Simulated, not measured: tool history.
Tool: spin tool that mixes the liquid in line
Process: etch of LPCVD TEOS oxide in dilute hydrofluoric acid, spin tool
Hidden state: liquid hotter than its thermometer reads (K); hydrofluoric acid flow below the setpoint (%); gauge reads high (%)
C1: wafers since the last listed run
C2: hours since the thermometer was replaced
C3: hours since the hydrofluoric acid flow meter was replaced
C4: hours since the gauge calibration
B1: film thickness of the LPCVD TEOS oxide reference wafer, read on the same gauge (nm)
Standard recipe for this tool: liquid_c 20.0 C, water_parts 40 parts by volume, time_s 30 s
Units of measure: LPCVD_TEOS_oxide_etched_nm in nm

{"run": 1, "hour": 0.0, "liquid_c": 20.0, "water_parts": 40, "time_s": 30, "C1": 0, "C2": 2105.9, "C3": 1289.4, "C4": 302.4, "B1": 89.99, "LPCVD_TEOS_oxide_etched_nm": 17.9}
{"run": 2, "hour": 33.6, "liquid_c": 18.0, "water_parts": 40, "time_s": 25, "C1": 282, "C2": 2139.5, "C3": 1323.0, "C4": 336.0, "B1": 89.98, "LPCVD_TEOS_oxide_etched_nm": 13.6}
{"run": 3, "hour": 53.2, "liquid_c": 20.0, "water_parts": 40, "time_s": 30, "C1": 164, "C2": 2159.1, "C3": 1342.6, "C4": 355.6, "B1": 90.01, "LPCVD_TEOS_oxide_etched_nm": 17.91}
{"run": 4, "hour": 65.4, "liquid_c": 20.0, "water_parts": 40, "time_s": 30, "C1": 102, "C2": 2171.3, "C3": 1354.8, "C4": 367.8, "B1": 89.97, "LPCVD_TEOS_oxide_etched_nm": 17.63}
{"run": 5, "hour": 83.8, "liquid_c": 20.0, "water_parts": 40, "time_s": 30, "C1": 154, "C2": 2189.7, "C3": 1373.2, "C4": 386.2, "B1": 89.98, "LPCVD_TEOS_oxide_etched_nm": 17.84}
{"run": 6, "hour": 125.4, "liquid_c": 20.0, "water_parts": 40, "time_s": 45, "C1": 349, "C2": 2231.3, "C3": 1414.8, "C4": 427.8, "B1": 89.99, "LPCVD_TEOS_oxide_etched_nm": 26.69}
{"run": 7, "hour": 148.8, "liquid_c": 20.0, "water_parts": 40, "time_s": 45, "C1": 196, "C2": 2254.7, "C3": 1438.2, "C4": 451.2, "B1": 90.0, "LPCVD_TEOS_oxide_etched_nm": 26.45}
{"run": 8, "hour": 184.2, "liquid_c": 20.0, "water_parts": 40, "time_s": 30, "C1": 297, "C2": 2290.1, "C3": 1473.6, "C4": 486.6, "B1": 89.96, "LPCVD_TEOS_oxide_etched_nm": 17.66}
{"run": 9, "hour": 202.3, "liquid_c": 20.0, "water_parts": 40, "time_s": 30, "C1": 151, "C2": 2308.2, "C3": 1491.7, "C4": 504.7, "B1": 90.03, "LPCVD_TEOS_oxide_etched_nm": 17.56}
{"run": 10, "hour": 214.5, "liquid_c": 20.0, "water_parts": 40, "time_s": 30, "C1": 102, "C2": 2320.4, "C3": 1503.9, "C4": 516.9, "B1": 89.96, "LPCVD_TEOS_oxide_etched_nm": 17.52}
{"run": 11, "hour": 234.1, "liquid_c": 20.0, "water_parts": 40, "time_s": 30, "C1": 164, "C2": 2340.0, "C3": 1523.5, "C4": 536.5, "B1": 89.98, "LPCVD_TEOS_oxide_etched_nm": 17.82}
{"run": 12, "hour": 250.7, "liquid_c": 20.0, "water_parts": 40, "time_s": 30, "C1": 139, "C2": 2356.6, "C3": 1540.1, "C4": 553.1, "B1": 90.01, "LPCVD_TEOS_oxide_etched_nm": 17.62}
{"run": 13, "hour": 272.4, "liquid_c": 20.0, "water_parts": 35, "time_s": 30, "C1": 182, "C2": 2378.3, "C3": 1561.8, "C4": 574.8, "B1": 90.01, "LPCVD_TEOS_oxide_etched_nm": 20.19}
{"hour": 279.0, "done": "thermometer replaced"}
{"run": 14, "hour": 305.6, "liquid_c": 20.0, "water_parts": 40, "time_s": 30, "C1": 270, "C2": 26.6, "C3": 1595.0, "C4": 608.0, "B1": 90.01, "LPCVD_TEOS_oxide_etched_nm": 17.53}
{"run": 15, "hour": 320.4, "liquid_c": 20.0, "water_parts": 40, "time_s": 30, "C1": 124, "C2": 41.4, "C3": 1609.8, "C4": 622.8, "B1": 89.99, "LPCVD_TEOS_oxide_etched_nm": 17.56}
{"run": 16, "hour": 352.3, "liquid_c": 22.5, "water_parts": 40, "time_s": 45, "C1": 267, "C2": 73.3, "C3": 1641.7, "C4": 654.7, "B1": 90.0, "LPCVD_TEOS_oxide_etched_nm": 29.14}
{"run": 17, "hour": 365.7, "liquid_c": 20.0, "water_parts": 40, "time_s": 45, "C1": 112, "C2": 86.7, "C3": 1655.1, "C4": 668.1, "B1": 90.0, "LPCVD_TEOS_oxide_etched_nm": 26.07}
{"run": 18, "hour": 393.4, "liquid_c": 22.5, "water_parts": 55, "time_s": 20, "C1": 232, "C2": 114.4, "C3": 1682.8, "C4": 695.8, "B1": 90.01, "LPCVD_TEOS_oxide_etched_nm": 9.2}
{"run": 19, "hour": 426.0, "liquid_c": 20.0, "water_parts": 40, "time_s": 30, "C1": 273, "C2": 147.0, "C3": 1715.4, "C4": 728.4, "B1": 89.97, "LPCVD_TEOS_oxide_etched_nm": 17.31}
{"run": 20, "hour": 438.6, "liquid_c": 20.0, "water_parts": 40, "time_s": 30, "C1": 105, "C2": 159.6, "C3": 1728.0, "C4": 741.0, "B1": 89.99, "LPCVD_TEOS_oxide_etched_nm": 17.42}
{"run": 21, "hour": 457.1, "liquid_c": 20.0, "water_parts": 35, "time_s": 15, "C1": 155, "C2": 178.1, "C3": 1746.5, "C4": 759.5, "B1": 90.0, "LPCVD_TEOS_oxide_etched_nm": 9.99}
{"run": 22, "hour": 475.1, "liquid_c": 17.0, "water_parts": 40, "time_s": 30, "C1": 151, "C2": 196.1, "C3": 1764.5, "C4": 777.5, "B1": 90.0, "LPCVD_TEOS_oxide_etched_nm": 15.31}
{"run": 23, "hour": 510.8, "liquid_c": 23.0, "water_parts": 40, "time_s": 30, "C1": 299, "C2": 231.8, "C3": 1800.2, "C4": 813.2, "B1": 90.01, "LPCVD_TEOS_oxide_etched_nm": 19.6}
{"hour": 515.2, "done": "hydrofluoric acid flow meter replaced"}
{"run": 24, "hour": 538.3, "liquid_c": 20.0, "water_parts": 40, "time_s": 30, "C1": 222, "C2": 259.3, "C3": 23.1, "C4": 840.7, "B1": 90.0, "LPCVD_TEOS_oxide_etched_nm": 19.61}
{"run": 25, "hour": 563.8, "liquid_c": 17.0, "water_parts": 50, "time_s": 40, "C1": 214, "C2": 284.8, "C3": 48.6, "C4": 866.2, "B1": 89.98, "LPCVD_TEOS_oxide_etched_nm": 18.13}
{"hour": 576.9, "done": "gauge calibrated"}
{"run": 26, "hour": 583.5, "liquid_c": 18.5, "water_parts": 30, "time_s": 30, "C1": 165, "C2": 304.5, "C3": 68.3, "C4": 6.6, "B1": 89.98, "LPCVD_TEOS_oxide_etched_nm": 24.77}
{"run": 27, "hour": 608.8, "liquid_c": 20.0, "water_parts": 40, "time_s": 30, "C1": 212, "C2": 329.8, "C3": 93.6, "C4": 31.9, "B1": 89.98, "LPCVD_TEOS_oxide_etched_nm": 19.32}
{"run": 28, "hour": 622.6, "liquid_c": 20.0, "water_parts": 40, "time_s": 30, "C1": 115, "C2": 343.6, "C3": 107.4, "C4": 45.7, "B1": 89.98, "LPCVD_TEOS_oxide_etched_nm": 19.73}
{"run": 29, "hour": 653.0, "liquid_c": 17.0, "water_parts": 35, "time_s": 50, "C1": 255, "C2": 374.0, "C3": 137.8, "C4": 76.1, "B1": 90.0, "LPCVD_TEOS_oxide_etched_nm": 32.76}
{"run": 30, "hour": 754.8, "liquid_c": 21.5, "water_parts": 40, "time_s": 30, "C1": 854, "C2": 475.8, "C3": 239.6, "C4": 177.9, "B1": 90.01, "LPCVD_TEOS_oxide_etched_nm": 20.66}
{"run": 31, "hour": 776.4, "liquid_c": 17.0, "water_parts": 30, "time_s": 15, "C1": 181, "C2": 497.4, "C3": 261.2, "C4": 199.5, "B1": 89.99, "LPCVD_TEOS_oxide_etched_nm": 11.57}
{"run": 32, "hour": 849.2, "liquid_c": 20.0, "water_parts": 40, "time_s": 30, "C1": 611, "C2": 570.2, "C3": 334.0, "C4": 272.3, "B1": 89.98, "LPCVD_TEOS_oxide_etched_nm": 19.11}

State the hidden condition of the tool at each of the runs:
liquid hotter than its thermometer reads (K): 0 at every run
gauge reads high (%): 0 at every run
H1: hydrofluoric acid flow below the setpoint (%)
run=1 H1=8.57
run=2 H1=8.76
run=3 H1=8.88
run=4 H1=8.95
run=5 H1=9.05
run=6 H1=9.29
run=7 H1=9.42
run=8 H1=9.62
run=9 H1=9.72
run=10 H1=9.79
run=11 H1=9.9
run=12 H1=10
run=13 H1=10.1
run=14 H1=10.3
run=15 H1=10.4
run=16 H1=10.6
run=17 H1=10.6
run=18 H1=10.8
run=19 H1=11
run=20 H1=11.1
run=21 H1=11.2
run=22 H1=11.3
run=23 H1=11.5
run=24 H1=0.167
run=25 H1=0.312
run=26 H1=0.424
run=27 H1=0.567
run=28 H1=0.645
run=29 H1=0.818
run=30 H1=1.39
run=31 H1=1.52
run=32 H1=1.93

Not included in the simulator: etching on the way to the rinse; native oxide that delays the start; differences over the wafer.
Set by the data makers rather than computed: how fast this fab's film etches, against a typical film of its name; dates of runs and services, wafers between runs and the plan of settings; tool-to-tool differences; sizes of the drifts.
